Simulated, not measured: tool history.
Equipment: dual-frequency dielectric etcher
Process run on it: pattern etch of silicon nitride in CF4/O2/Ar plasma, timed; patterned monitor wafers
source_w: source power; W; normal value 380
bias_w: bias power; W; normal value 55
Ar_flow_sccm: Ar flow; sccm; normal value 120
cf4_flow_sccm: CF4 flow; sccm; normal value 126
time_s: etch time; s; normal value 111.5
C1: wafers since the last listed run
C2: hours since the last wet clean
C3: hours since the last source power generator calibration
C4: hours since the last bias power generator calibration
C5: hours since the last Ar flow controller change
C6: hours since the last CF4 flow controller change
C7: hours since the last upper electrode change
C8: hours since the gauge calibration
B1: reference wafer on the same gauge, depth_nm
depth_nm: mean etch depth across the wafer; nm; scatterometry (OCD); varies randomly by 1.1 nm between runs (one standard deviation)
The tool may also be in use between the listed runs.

{"run": 1, "hour": 0.0, "source_w": 380, "bias_w": 55, "Ar_flow_sccm": 120, "cf4_flow_sccm": 126, "time_s": 111.5, "C1": 0, "C2": 51.6, "C3": 1646.4, "C4": 1175.5, "C5": 2220.0, "C6": 2410.6, "C7": 5252.5, "C8": 165.2, "B1": 203.8, "depth_nm": 163.9}
{"run": 2, "hour": 31.0, "source_w": 380, "bias_w": 55, "Ar_flow_sccm": 120, "cf4_flow_sccm": 150, "time_s": 111.5, "C1": 296, "C2": 82.6, "C3": 1677.4, "C4": 1206.5, "C5": 2251.0, "C6": 2441.6, "C7": 5283.5, "C8": 196.2, "B1": 204.3, "depth_nm": 166.5}
{"run": 3, "hour": 233.1, "source_w": 380, "bias_w": 55, "Ar_flow_sccm": 120, "cf4_flow_sccm": 150, "time_s": 111.5, "C1": 1932, "C2": 284.7, "C3": 1879.5, "C4": 1408.6, "C5": 2453.1, "C6": 2643.7, "C7": 5485.6, "C8": 398.3, "B1": 204.3, "depth_nm": 166.1}
{"run": 4, "hour": 288.3, "source_w": 380, "bias_w": 55, "Ar_flow_sccm": 120, "cf4_flow_sccm": 150, "time_s": 111.5, "C1": 527, "C2": 339.9, "C3": 1934.7, "C4": 1463.8, "C5": 2508.3, "C6": 2698.9, "C7": 5540.8, "C8": 453.5, "B1": 203.7, "depth_nm": 163.7}
{"hour": 342.4, "done": "source power generator calibrated"}
{"run": 5, "hour": 342.9, "source_w": 380, "bias_w": 55, "Ar_flow_sccm": 120, "cf4_flow_sccm": 126, "time_s": 111.5, "C1": 483, "C2": 394.5, "C3": 0.5, "C4": 1518.4, "C5": 2562.9, "C6": 2753.5, "C7": 5595.4, "C8": 508.1, "B1": 203.8, "depth_nm": 170.7}
{"hour": 400.7, "done": "CF4 flow controller replaced"}
{"hour": 432.9, "done": "gauge calibrated"}
{"hour": 447.7, "done": "wet clean of the chamber"}
{"hour": 491.4, "done": "Ar flow controller replaced"}
{"run": 6, "hour": 506.5, "source_w": 380, "bias_w": 55, "Ar_flow_sccm": 120, "cf4_flow_sccm": 126, "time_s": 111.5, "C1": 1219, "C2": 58.8, "C3": 164.1, "C4": 1682.0, "C5": 15.1, "C6": 105.8, "C7": 5759.0, "C8": 73.6, "B1": 204.5, "depth_nm": 170.4}
{"run": 7, "hour": 555.7, "source_w": 380, "bias_w": 55, "Ar_flow_sccm": 120, "cf4_flow_sccm": 126, "time_s": 111.5, "C1": 470, "C2": 108.0, "C3": 213.3, "C4": 1731.2, "C5": 64.3, "C6": 155.0, "C7": 5808.2, "C8": 122.8, "B1": 203.9, "depth_nm": 169.1}
{"hour": 571.6, "done": "bias power generator calibrated"}
{"run": 8, "hour": 600.2, "source_w": 410, "bias_w": 55, "Ar_flow_sccm": 120, "cf4_flow_sccm": 126, "time_s": 111.5, "C1": 387, "C2": 152.5, "C3": 257.8, "C4": 28.6, "C5": 108.8, "C6": 199.5, "C7": 5852.7, "C8": 167.3, "B1": 204.1, "depth_nm": 184.0}
{"hour": 632.1, "done": "upper electrode replaced"}
{"run": 9, "hour": 652.4, "source_w": 290, "bias_w": 55, "Ar_flow_sccm": 120, "cf4_flow_sccm": 157, "time_s": 121.0, "C1": 269, "C2": 204.7, "C3": 310.0, "C4": 80.8, "C5": 161.0, "C6": 251.7, "C7": 20.3, "C8": 219.5, "B1": 204.1, "depth_nm": 140.9}
{"run": 10, "hour": 701.7, "source_w": 380, "bias_w": 55, "Ar_flow_sccm": 100, "cf4_flow_sccm": 126, "time_s": 111.5, "C1": 471, "C2": 254.0, "C3": 359.3, "C4": 130.1, "C5": 210.3, "C6": 301.0, "C7": 69.6, "C8": 268.8, "B1": 204.1, "depth_nm": 171.5}
{"run": 11, "hour": 729.9, "source_w": 290, "bias_w": 55, "Ar_flow_sccm": 120, "cf4_flow_sccm": 126, "time_s": 111.5, "C1": 269, "C2": 282.2, "C3": 387.5, "C4": 158.3, "C5": 238.5, "C6": 329.2, "C7": 97.8, "C8": 297.0, "B1": 203.9, "depth_nm": 126.5}
{"run": 12, "hour": 781.8, "source_w": 380, "bias_w": 55, "Ar_flow_sccm": 120, "cf4_flow_sccm": 126, "time_s": 111.5, "C1": 496, "C2": 334.1, "C3": 439.4, "C4": 210.2, "C5": 290.4, "C6": 381.1, "C7": 149.7, "C8": 348.9, "B1": 204.0, "depth_nm": 169.9}
{"run": 13, "hour": 815.5, "source_w": 430, "bias_w": 59, "Ar_flow_sccm": 120, "cf4_flow_sccm": 126, "time_s": 111.5, "C1": 322, "C2": 367.8, "C3": 473.1, "C4": 243.9, "C5": 324.1, "C6": 414.8, "C7": 183.4, "C8": 382.6, "B1": 204.5, "depth_nm": 198.4}
{"run": 14, "hour": 872.2, "source_w": 450, "bias_w": 55, "Ar_flow_sccm": 106, "cf4_flow_sccm": 126, "time_s": 137.5, "C1": 542, "C2": 424.5, "C3": 529.8, "C4": 300.6, "C5": 380.8, "C6": 471.5, "C7": 240.1, "C8": 439.3, "B1": 203.7, "depth_nm": 251.2}

What was the tool's hidden state at every run in the log?
etch rate over this chamber's usual, %: 0, the same for each run
bias power that arrives over what is set, %: 0, the same for each run
Ar flow that arrives over what is set, %: 0, the same for each run
CF4 flow that arrives over what is set, %: 0, the same for each run
gauge reads high (%): 0, the same for each run
H1: source power that arrives over what is set, %
run=1 H1=-4.63
run=2 H1=-4.7
run=3 H1=-5.15
run=4 H1=-5.27
run=5 H1=-0.395
run=6 H1=-0.761
run=7 H1=-0.871
run=8 H1=-0.97
run=9 H1=-1.09
run=10 H1=-1.2
run=11 H1=-1.26
run=12 H1=-1.38
run=13 H1=-1.45
run=14 H1=-1.58

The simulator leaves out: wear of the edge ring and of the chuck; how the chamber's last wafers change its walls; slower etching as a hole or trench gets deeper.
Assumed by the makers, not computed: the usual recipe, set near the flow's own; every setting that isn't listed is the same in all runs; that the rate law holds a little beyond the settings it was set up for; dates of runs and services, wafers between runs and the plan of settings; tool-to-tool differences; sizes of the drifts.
